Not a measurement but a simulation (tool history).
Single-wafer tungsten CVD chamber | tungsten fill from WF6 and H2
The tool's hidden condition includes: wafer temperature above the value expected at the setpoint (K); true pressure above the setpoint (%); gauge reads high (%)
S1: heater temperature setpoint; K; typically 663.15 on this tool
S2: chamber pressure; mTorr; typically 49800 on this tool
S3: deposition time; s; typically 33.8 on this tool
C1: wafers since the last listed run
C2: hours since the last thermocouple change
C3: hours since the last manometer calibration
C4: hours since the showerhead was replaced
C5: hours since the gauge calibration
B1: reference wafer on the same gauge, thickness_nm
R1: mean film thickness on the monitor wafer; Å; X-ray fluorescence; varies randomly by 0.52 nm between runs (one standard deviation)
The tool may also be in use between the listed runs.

{"run": 1, "hour": 0.0, "S1": 663.15, "S2": 49800, "S3": 33.8, "C1": 0, "C2": 1181.3, "C3": 1258.6, "C4": 3086.1, "C5": 197.4, "B1": 136.147, "R1": 1144.41}
{"run": 2, "hour": 54.3, "S1": 663.15, "S2": 49800, "S3": 33.8, "C1": 1354, "C2": 1235.6, "C3": 1312.9, "C4": 3140.4, "C5": 251.7, "B1": 135.84, "R1": 1132.44}
{"run": 3, "hour": 126.6, "S1": 663.15, "S2": 49800, "S3": 33.8, "C1": 1803, "C2": 1307.9, "C3": 1385.2, "C4": 3212.7, "C5": 324, "B1": 136.191, "R1": 1134.59}
{"run": 4, "hour": 201.0, "S1": 663.15, "S2": 49800, "S3": 33.8, "C1": 1855, "C2": 1382.3, "C3": 1459.6, "C4": 3287.1, "C5": 398.4, "B1": 136.068, "R1": 1132.87}
{"run": 5, "hour": 291.4, "S1": 663.15, "S2": 56000, "S3": 33.8, "C1": 2254, "C2": 1472.7, "C3": 1550, "C4": 3377.5, "C5": 488.8, "B1": 135.955, "R1": 1193.95}
{"run": 6, "hour": 330.8, "S1": 663.15, "S2": 56000, "S3": 33.8, "C1": 982, "C2": 1512.1, "C3": 1589.4, "C4": 3416.9, "C5": 528.2, "B1": 136.006, "R1": 1200.64}
{"run": 7, "hour": 395.0, "S1": 663.15, "S2": 56000, "S3": 33.8, "C1": 1601, "C2": 1576.3, "C3": 1653.6, "C4": 3481.1, "C5": 592.4, "B1": 135.866, "R1": 1201.97}
{"run": 8, "hour": 463.8, "S1": 663.15, "S2": 49800, "S3": 30.7, "C1": 1715, "C2": 1645.1, "C3": 1722.4, "C4": 3549.9, "C5": 661.2, "B1": 136.086, "R1": 1019.92}
{"run": 9, "hour": 508.3, "S1": 663.15, "S2": 49800, "S3": 30.7, "C1": 1109, "C2": 1689.6, "C3": 1766.9, "C4": 3594.4, "C5": 705.7, "B1": 135.99, "R1": 1025.84}
{"run": 10, "hour": 603.8, "S1": 663.15, "S2": 49800, "S3": 30.7, "C1": 2381, "C2": 1785.1, "C3": 1862.4, "C4": 3689.9, "C5": 801.2, "B1": 135.993, "R1": 1023.28}
{"run": 11, "hour": 703.7, "S1": 650.15, "S2": 46500, "S3": 36.8, "C1": 2491, "C2": 1885, "C3": 1962.3, "C4": 3789.8, "C5": 901.1, "B1": 136.042, "R1": 882.53}
{"hour": 757.9, "done": "showerhead replaced"}
{"hour": 820.9, "done": "gauge calibrated"}
{"hour": 841.4, "done": "thermocouple changed; heater temperature recalibrated"}
{"run": 12, "hour": 924.3, "S1": 676.15, "S2": 56500, "S3": 39.7, "C1": 5102, "C2": 82.9, "C3": 2182.9, "C4": 166.4, "C5": 103.4, "B1": 135.987, "R1": 1853.69}
{"run": 13, "hour": 994.2, "S1": 663.15, "S2": 49800, "S3": 33.8, "C1": 1743, "C2": 152.8, "C3": 2252.8, "C4": 236.3, "C5": 173.3, "B1": 135.993, "R1": 1120.62}
{"run": 14, "hour": 1035.9, "S1": 658.15, "S2": 46100, "S3": 38, "C1": 1040, "C2": 194.5, "C3": 2294.5, "C4": 278, "C5": 215, "B1": 135.929, "R1": 1095.69}
{"run": 15, "hour": 1076.1, "S1": 650.15, "S2": 46500, "S3": 36.8, "C1": 1002, "C2": 234.7, "C3": 2334.7, "C4": 318.2, "C5": 255.2, "B1": 136.006, "R1": 879.17}
{"hour": 1089.2, "done": "capacitance manometer re-zeroed and calibrated"}
{"run": 16, "hour": 1180.2, "S1": 670.15, "S2": 41200, "S3": 33.8, "C1": 2396, "C2": 338.8, "C3": 91, "C4": 422.3, "C5": 359.3, "B1": 135.97, "R1": 1246.73}
{"run": 17, "hour": 1228.4, "S1": 658.15, "S2": 42600, "S3": 36, "C1": 1202, "C2": 387, "C3": 139.2, "C4": 470.5, "C5": 407.5, "B1": 135.929, "R1": 1029.06}
{"run": 18, "hour": 1309.8, "S1": 663.15, "S2": 49800, "S3": 33.8, "C1": 2030, "C2": 468.4, "C3": 220.6, "C4": 551.9, "C5": 488.9, "B1": 135.931, "R1": 1170.08}
{"run": 19, "hour": 1472.3, "S1": 676.15, "S2": 54400, "S3": 29.8, "C1": 4052, "C2": 630.9, "C3": 383.1, "C4": 714.4, "C5": 651.4, "B1": 135.908, "R1": 1406.83}
{"run": 20, "hour": 1551.5, "S1": 663.15, "S2": 49800, "S3": 33.8, "C1": 1975, "C2": 710.1, "C3": 462.3, "C4": 793.6, "C5": 730.6, "B1": 135.978, "R1": 1164.73}

Difference, measured minus no-hidden-state, one row per run. Run-to-run variation is common to both terms; the gauge's own scatter need not be:
run=1 R1=-41.09
run=2 R1=-41.34
run=3 R1=-42.25
run=4 R1=-42.96
run=5 R1=-44.91
run=6 R1=-45.51
run=7 R1=-46.09
run=8 R1=-40.65
run=9 R1=-41.16
run=10 R1=-41.59
run=11 R1=-36.43
run=12 R1=-75.67
run=13 R1=-47.28
run=14 R1=-46.64
run=15 R1=-37.46
run=16 R1=-2.87
run=17 R1=-4.86
run=18 R1=-9.79
run=19 R1=-20.21
run=20 R1=-20.31
